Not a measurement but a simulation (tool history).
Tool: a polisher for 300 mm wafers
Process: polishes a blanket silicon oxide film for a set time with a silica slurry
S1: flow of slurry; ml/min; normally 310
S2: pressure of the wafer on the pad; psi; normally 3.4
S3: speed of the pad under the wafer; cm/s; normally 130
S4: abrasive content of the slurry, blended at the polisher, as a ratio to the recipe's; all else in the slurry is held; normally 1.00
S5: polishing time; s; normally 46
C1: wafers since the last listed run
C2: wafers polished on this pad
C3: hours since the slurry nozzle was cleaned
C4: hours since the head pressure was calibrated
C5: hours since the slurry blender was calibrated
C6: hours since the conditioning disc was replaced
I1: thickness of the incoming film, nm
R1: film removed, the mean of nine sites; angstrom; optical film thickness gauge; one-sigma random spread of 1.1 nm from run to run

run,day,S1,S2,S3,S4,S5,C1,C2,C3,C4,C5,C6,I1,R1
1,0.000,310,3.0,130,1.00,46,0,1606,217.3,779.6,306.4,412.4,1576.4,1231
# day 0.271: conditioning disc replaced and pad reconditioned
2,2.529,310,3.4,112,1.00,46,476,2083,278.0,840.3,367.1,54.2,1618.5,1163
# day 3.617: slurry blender recalibrated
# day 9.521: slurry nozzle cleaned
# day 10.300: worn pad replaced by a new one
3,11.392,350,3.4,130,1.00,46,1669,212,44.9,1053.0,186.6,266.9,1568.4,1340
4,14.488,310,3.4,130,1.00,46,603,815,119.2,1127.3,260.9,341.2,1598.6,1321
# day 17.050: conditioning disc replaced and pad reconditioned
5,18.654,310,3.4,130,1.00,46,795,1611,219.2,1227.3,360.9,38.5,1564.9,1304
# day 19.467: slurry blender recalibrated
6,21.900,310,3.4,130,1.00,46,616,2227,297.1,1305.2,58.4,116.4,1572.7,1313
7,25.917,310,3.4,130,1.00,46,782,3009,393.5,1401.6,154.8,212.8,1579.5,1274
# day 27.554: head pressure recalibrated
# day 27.988: slurry nozzle cleaned
8,28.312,310,3.4,158,1.00,46,442,3452,7.8,18.2,212.3,270.3,1587.2,1553
# day 29.462: worn pad replaced by a new one
9,31.600,310,3.4,158,1.00,46,608,416,86.7,97.1,291.2,349.2,1591.0,1543
# day 34.112: conditioning disc replaced and pad reconditioned
10,34.133,310,3.4,130,1.00,43,477,893,147.5,157.9,352.0,0.5,1601.6,1212
11,36.842,310,3.4,130,1.00,43,527,1421,212.5,222.9,417.0,65.5,1580.0,1225
# day 38.658: slurry blender recalibrated
12,40.546,310,3.4,130,1.25,53,705,2127,301.4,311.8,45.3,154.4,1587.8,1674
# day 44.208: worn pad replaced by a new one
13,44.283,310,3.4,112,0.90,46,695,14,391.1,401.5,135.0,244.1,1572.4,1085
# day 45.458: slurry nozzle cleaned
14,47.012,310,3.8,156,0.70,46,523,537,37.3,467.0,200.5,309.6,1619.4,1329
15,48.912,310,3.4,130,1.00,46,370,908,82.9,512.6,246.1,355.2,1576.4,1329
# day 51.300: conditioning disc replaced and pad reconditioned
16,54.296,340,2.9,176,0.75,46,1032,1940,212.1,641.8,375.3,71.9,1613.5,1290
17,56.742,310,2.7,130,1.00,46,476,2417,270.8,700.5,434.0,130.6,1572.3,1148
# day 58.012: slurry blender recalibrated
18,58.346,250,3.4,130,1.00,46,296,2713,309.3,739.0,8.0,169.1,1603.6,1270
# day 61.512: worn pad replaced by a new one
19,62.738,360,4.4,112,1.00,46,823,239,414.7,844.4,113.4,274.5,1589.3,1366
# day 64.888: slurry nozzle cleaned
# day 69.775: conditioning disc replaced and pad reconditioned
20,69.888,310,2.3,130,1.00,46,1368,1607,120.0,1016.0,285.0,2.7,1617.2,1073
# day 75.667: slurry blender recalibrated
# day 80.567: head pressure recalibrated
# day 81.067: worn pad replaced by a new one
# day 83.004: slurry nozzle cleaned
21,83.238,310,2.3,130,1.00,46,2527,415,5.6,64.1,181.7,323.1,1611.1,1075
22,85.688,310,4.5,104,1.00,61,477,892,64.4,122.9,240.5,381.9,1594.7,1779

Forecast each of these 3 alternatives for the next run:
A,85.704,310,3.4,130,1.25,46,3,895,64.8,123.3,240.9,382.3,1619.9,?
B,85.704,310,2.8,130,0.75,46,3,895,64.8,123.3,240.9,382.3,1619.9,?
C,85.704,405,3.4,130,1.00,39,3,895,64.8,123.3,240.9,382.3,1619.9,?

run,R1
A,1471
B,1010
C,1147
With the hidden condition removed and each run's random variation left untouched, the same runs would have given:
run,R1
A,1480
B,1017
C,1153
